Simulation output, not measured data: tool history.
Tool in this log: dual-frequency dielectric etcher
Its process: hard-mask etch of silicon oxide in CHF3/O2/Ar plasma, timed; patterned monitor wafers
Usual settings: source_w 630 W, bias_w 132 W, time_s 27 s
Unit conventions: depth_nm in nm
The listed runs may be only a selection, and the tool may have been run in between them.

run	hour	source_w	bias_w	time_s	wafers since the last listed run	hours since the last wet clean	hours since the last source power generator calibration	hours since the last bias power generator calibration	hours since the last upper electrode change	hours since the gauge calibration	read-back reference wafer on the same gauge, depth_nm	depth_nm
1	0	630	132	27	0	429.5	1701.8	2902.4	3798.5	67.8	55.03	48.16
2	21.4	630	132	27	376	450.9	1723.2	2923.8	3819.9	89.2	54.95	48.02
3	40.8	630	132	27	341	470.3	1742.6	2943.2	3839.3	108.6	55	48.14
4	54	630	132	27	232	483.5	1755.8	2956.4	3852.5	121.8	54.95	48.13
5	83	630	132	27	510	512.5	1784.8	2985.4	3881.5	150.8	55.02	48.22
6	106.4	630	132	27	412	535.9	1808.2	3008.8	3904.9	174.2	55.06	48.41
7	125.5	630	132	27	336	555	1827.3	3027.9	3924	193.3	54.98	48.19
# hour 169.2: wet clean of the chamber
8	169.7	630	142	27	355	0.5	1871.5	3072.1	3968.2	237.5	55.02	48.75
9	181.3	630	142	27	204	12.1	1883.1	3083.7	3979.8	249.1	54.97	48.57
# hour 185.9: bias power generator calibrated
10	214.5	630	132	27	514	45.3	1916.3	28.6	4013	282.3	55.04	47.21
# hour 219.9: source power generator calibrated
# hour 234.1: gauge calibrated
# hour 247.5: upper electrode replaced, of another model than before
11	248	630	132	27	96	78.8	28.1	62.1	0.5	13.9	55	47.34
12	275.7	540	132	27	487	106.5	55.8	89.8	28.2	41.6	54.98	45.12
13	291	630	132	21	269	121.8	71.1	105.1	43.5	56.9	54.97	36.87
14	323	590	115	29.5	563	153.8	103.1	137.1	75.5	88.9	55.03	46.69
15	337.4	630	107	27	253	168.2	117.5	151.5	89.9	103.3	55.01	41.62
16	367.2	670	132	27	524	198	147.3	181.3	119.7	133.1	55.01	48.53
17	403.2	550	101	33.5	634	234	183.3	217.3	155.7	169.1	55.04	47.55
18	428.2	580	132	27	440	259	208.3	242.3	180.7	194.1	55.03	46.45
19	473.6	690	132	25	799	304.4	253.7	287.7	226.1	239.5	54.99	45.27

What if the next run were any one of these 4? Each begins from the tool's condition after run 19:
A	474	630	132	27	7	304.8	254.1	288.1	226.5	239.9	?	?
B	474	480	141	20.5	7	304.8	254.1	288.1	226.5	239.9	?	?
C	474	630	132	29.5	7	304.8	254.1	288.1	226.5	239.9	?	?
D	474	760	146	27	7	304.8	254.1	288.1	226.5	239.9	?	?

run	read-back reference wafer on the same gauge, depth_nm	depth_nm
A	54.99	47.56
B	54.99	34.61
C	54.99	51.97
D	54.99	53.51
With the hidden condition removed and each run's random variation left untouched, the same runs would have given:
run	depth_nm
A	47.13
B	34.3
C	51.5
D	53.03
